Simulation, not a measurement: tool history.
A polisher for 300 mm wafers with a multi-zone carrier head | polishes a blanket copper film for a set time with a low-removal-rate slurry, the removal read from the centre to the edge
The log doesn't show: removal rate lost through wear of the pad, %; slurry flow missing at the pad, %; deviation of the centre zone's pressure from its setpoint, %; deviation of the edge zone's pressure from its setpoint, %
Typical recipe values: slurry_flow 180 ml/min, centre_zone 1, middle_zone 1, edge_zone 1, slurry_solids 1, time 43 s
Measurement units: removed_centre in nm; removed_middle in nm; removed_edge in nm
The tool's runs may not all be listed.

| run | hour | slurry_flow | centre_zone | middle_zone | edge_zone | slurry_solids | time | wafers since the last listed run | wafers polished on this pad | hours since the slurry nozzle was cleaned | hours since the centre zone pressure was calibrated | hours since the edge zone pressure was calibrated | hours since the carrier head's membrane was replaced | incoming thickness of the incoming film, nm | removed_centre | removed_middle | removed_edge |
|---|---|---|---|---|---|---|---|---|---|---|---|---|---|---|---|---|---|
| 1 | 0 | 180 | 1 | 1 | 1 | 1 | 43 | 0 | 155 | 433.7 | 68.4 | 281.6 | 1491.2 | 751.7 | 92 | 89.5 | 94.4 |
| 2 | 17.3 | 180 | 1 | 1 | 1 | 1 | 43 | 286 | 442 | 451 | 85.7 | 298.9 | 1508.5 | 758.7 | 91 | 90 | 91.9 |
| 3 | 51.1 | 180 | 1 | 1 | 1 | 1 | 43 | 560 | 1002 | 484.8 | 119.5 | 332.7 | 1542.3 | 757.7 | 91 | 89.1 | 92.9 |
|  | 77.7 | worn pad replaced by a new one |
| 4 | 78.2 | 180 | 1 | 1 | 1 | 1 | 43 | 382 | 8 | 511.9 | 146.6 | 359.8 | 1569.4 | 753.4 | 90.2 | 89.1 | 93 |
| 5 | 104.1 | 180 | 1 | 1 | 1 | 1 | 43 | 429 | 438 | 537.8 | 172.5 | 385.7 | 1595.3 | 760.7 | 89.4 | 88.9 | 92.4 |
| 6 | 123.3 | 180 | 1 | 1 | 1 | 1 | 43 | 318 | 756 | 557 | 191.7 | 404.9 | 1614.5 | 756.3 | 89.4 | 89.5 | 92.7 |
| 7 | 144.6 | 180 | 1 | 1 | 1 | 1 | 43 | 353 | 1109 | 578.3 | 213 | 426.2 | 1635.8 | 773.3 | 90.1 | 88.8 | 93 |
|  | 162.9 | worn pad replaced by a new one |
| 8 | 165.9 | 245 | 1 | 1.05 | 1 | 1 | 37 | 286 | 50 | 599.6 | 234.3 | 447.5 | 1657.1 | 763.9 | 81.5 | 82.8 | 82.4 |
| 9 | 188.2 | 180 | 1 | 1 | 1 | 1 | 43 | 369 | 419 | 621.9 | 256.6 | 469.8 | 1679.4 | 754.1 | 88.3 | 88.3 | 91.4 |
|  | 205 | centre zone pressure recalibrated |
| 10 | 223.8 | 180 | 1 | 1 | 1 | 1.2 | 43 | 556 | 976 | 657.5 | 18.8 | 505.4 | 1715 | 773.7 | 93.6 | 91.4 | 95.4 |
|  | 231.5 | carrier head's membrane replaced by a new one |
|  | 232 | slurry nozzle cleaned |
|  | 247.7 | worn pad replaced by a new one |
|  | 248.5 | edge zone pressure recalibrated |
| 11 | 256.4 | 240 | 1.03 | 1 | 1.07 | 0.85 | 43 | 368 | 130 | 24.4 | 51.4 | 7.9 | 24.9 | 768 | 97 | 90.9 | 97 |
| 12 | 271.8 | 180 | 1 | 1.09 | 1 | 1.15 | 43 | 255 | 386 | 39.8 | 66.8 | 23.3 | 40.3 | 749.6 | 96.7 | 100.6 | 97.8 |
| 13 | 303.7 | 225 | 1 | 1 | 1 | 1 | 43 | 528 | 914 | 71.7 | 98.7 | 55.2 | 72.2 | 750.1 | 95.1 | 94.7 | 96.6 |
|  | 335.9 | worn pad replaced by a new one |
| 14 | 393.8 | 180 | 1 | 1 | 1 | 1 | 55 | 1427 | 959 | 161.8 | 188.8 | 145.3 | 162.3 | 762.7 | 119.5 | 117.5 | 122.2 |

Forecast each of these 4 alternatives for the next run:
| A | 394.2 | 180 | 1 | 1 | 1 | 1 | 43 | 6 | 966 | 162.2 | 189.2 | 145.7 | 162.7 | 751.3 | ? | ? | ? |
| B | 394.2 | 180 | 1 | 1 | 0.96 | 1 | 56 | 6 | 966 | 162.2 | 189.2 | 145.7 | 162.7 | 751.3 | ? | ? | ? |
| C | 394.2 | 180 | 1 | 0.94 | 1 | 0.9 | 43 | 6 | 966 | 162.2 | 189.2 | 145.7 | 162.7 | 751.3 | ? | ? | ? |
| D | 394.2 | 180 | 1 | 1 | 1 | 1 | 38 | 6 | 966 | 162.2 | 189.2 | 145.7 | 162.7 | 751.3 | ? | ? | ? |

| run | removed_centre | removed_middle | removed_edge |
|---|---|---|---|
| A | 92.8 | 91.7 | 92.9 |
| B | 120.9 | 119.5 | 118.7 |
| C | 90.5 | 85.6 | 90.7 |
| D | 82 | 81.1 | 82.1 |
The same runs, with their run-to-run variation unchanged, on a tool lacking any hidden condition would have given:
| run | removed_centre | removed_middle | removed_edge |
|---|---|---|---|
| A | 93.1 | 92 | 93.1 |
| B | 121.3 | 119.8 | 118.9 |
| C | 90.8 | 85.8 | 90.9 |
| D | 82.3 | 81.3 | 82.3 |

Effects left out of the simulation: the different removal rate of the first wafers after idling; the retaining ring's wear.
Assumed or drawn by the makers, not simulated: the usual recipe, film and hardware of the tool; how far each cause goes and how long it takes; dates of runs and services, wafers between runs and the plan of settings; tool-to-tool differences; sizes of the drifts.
